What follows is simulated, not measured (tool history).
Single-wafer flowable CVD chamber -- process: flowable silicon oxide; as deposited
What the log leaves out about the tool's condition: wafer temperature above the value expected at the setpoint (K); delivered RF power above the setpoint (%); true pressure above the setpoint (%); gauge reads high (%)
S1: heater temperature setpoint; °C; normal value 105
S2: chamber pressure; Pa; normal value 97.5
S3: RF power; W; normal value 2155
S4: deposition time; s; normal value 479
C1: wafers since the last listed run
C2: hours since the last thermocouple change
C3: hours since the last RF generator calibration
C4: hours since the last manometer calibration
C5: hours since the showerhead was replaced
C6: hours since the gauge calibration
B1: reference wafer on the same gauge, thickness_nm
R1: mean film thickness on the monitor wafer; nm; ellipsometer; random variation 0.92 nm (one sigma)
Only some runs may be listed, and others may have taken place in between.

run	day	S1	S2	S3	S4	C1	C2	C3	C4	C5	C6	B1	R1
1	0	105	97.5	2155	532	0	813.3	166.9	458.4	2256	1139.3	276.155	262.296
2	3.05	105	97.5	2155	532	414	886.5	240.1	531.6	2329.2	1212.5	275.964	260.762
3	5.179	105	88.5	2155	479	289	937.6	291.2	582.7	2380.3	1263.6	276.115	214.537
# day 8.921: thermocouple changed; heater temperature recalibrated
4	9.238	105	88.5	2155	479	505	7.6	388.6	680.1	2477.7	1361	275.994	209.552
5	11.079	105	88.5	2155	479	250	51.8	432.8	724.3	2521.9	1405.2	275.375	210.251
6	14.867	105	97.5	2155	479	514	142.7	523.7	815.2	2612.8	1496.1	275.526	230.162
7	17.2	105	97.5	2155	479	316	198.7	579.7	871.2	2668.8	1552.1	275.786	230.922
8	18.9	105	97.5	2155	479	230	239.5	620.5	912	2709.6	1592.9	275.767	231.436
9	22.083	105	97.5	2155	479	432	315.9	696.9	988.4	2786	1669.3	276.2	232.032
10	24.362	105	97.5	2300	541	309	370.6	751.6	1043.1	2840.7	1724	275.659	266.995
11	26.488	105	97.5	2300	541	288	421.6	802.6	1094.1	2891.7	1775	275.45	267.567
# day 27.088: capacitance manometer re-zeroed and calibrated
12	28.75	105	76	2155	451	262	475.9	856.9	39.9	2946	1829.3	275.995	171.518
13	30.521	105	97.5	2155	479	240	518.4	899.4	82.4	2988.5	1871.8	276.797	231.634
# day 32.758: showerhead replaced
14	33.108	105	97.5	2155	564	306	580.5	961.5	144.5	8.4	1933.9	276.172	276.193
# day 35.7: gauge calibrated
15	37.525	98	113.3	1835	389	599	686.5	1067.5	250.5	114.4	43.8	275.728	263.116
16	41.896	105	97.5	2025	399	593	791.4	1172.4	355.4	219.3	148.7	275.554	191.941
# day 43.146: thermocouple changed; heater temperature recalibrated
17	44.154	105	86.1	2265	547	261	24.2	1226.6	409.6	273.5	202.9	276.174	235.894
18	46.383	105	97.5	2155	561	302	77.7	1280.1	463.1	327	256.4	276.507	272.013
19	49.25	105	97.5	1800	479	389	146.5	1348.9	531.9	395.8	325.2	275.872	221.778
20	51.138	109	111.6	1970	391	256	191.8	1394.2	577.2	441.1	370.5	275.738	188.784
# day 53.15: RF generator calibrated
21	53.546	105	79.5	2155	479	281	249.6	9.5	635	498.9	428.3	276.1	189.437
22	56.483	105	97.5	2155	479	399	320.1	80	705.5	569.4	498.8	276.056	232.217
23	60.642	99	82.5	2540	479	564	419.9	179.8	805.3	669.2	598.6	276.466	241.572
24	63.125	105	103.7	2155	479	337	479.5	239.4	864.9	728.8	658.2	275.942	248.77
# day 69.617: capacitance manometer re-zeroed and calibrated
25	74.154	105	97.5	2155	479	1452	744.2	504.1	108.9	993.5	922.9	275.665	234.246
26	77.367	115	121.3	1820	479	436	821.3	581.2	186	1070.6	1000	276.133	208.826
27	79.362	118	114.9	2000	479	271	869.2	629.1	233.9	1118.5	1047.9	276.055	189.042

Predict each of these 5 candidate next runs independently; none follows another, all start after run 27:
A	79.383	105	97.5	2155	479	2	869.7	629.6	234.4	1119	1048.4	?	?
B	79.383	117	110.8	1735	440	2	869.7	629.6	234.4	1119	1048.4	?	?
C	79.383	91	104.7	2565	479	2	869.7	629.6	234.4	1119	1048.4	?	?
D	79.383	105	85.7	2155	388	2	869.7	629.6	234.4	1119	1048.4	?	?
E	79.383	105	97.5	2155	396	2	869.7	629.6	234.4	1119	1048.4	?	?

run	B1	R1
A	275.532	236.231
B	275.532	165.842
C	275.532	393.334
D	275.532	168.298
E	275.532	195.297
Had the tool no hidden state, the same runs would have come out as:
run	R1
A	232.559
B	163.462
C	387.173
D	165.682
E	192.262

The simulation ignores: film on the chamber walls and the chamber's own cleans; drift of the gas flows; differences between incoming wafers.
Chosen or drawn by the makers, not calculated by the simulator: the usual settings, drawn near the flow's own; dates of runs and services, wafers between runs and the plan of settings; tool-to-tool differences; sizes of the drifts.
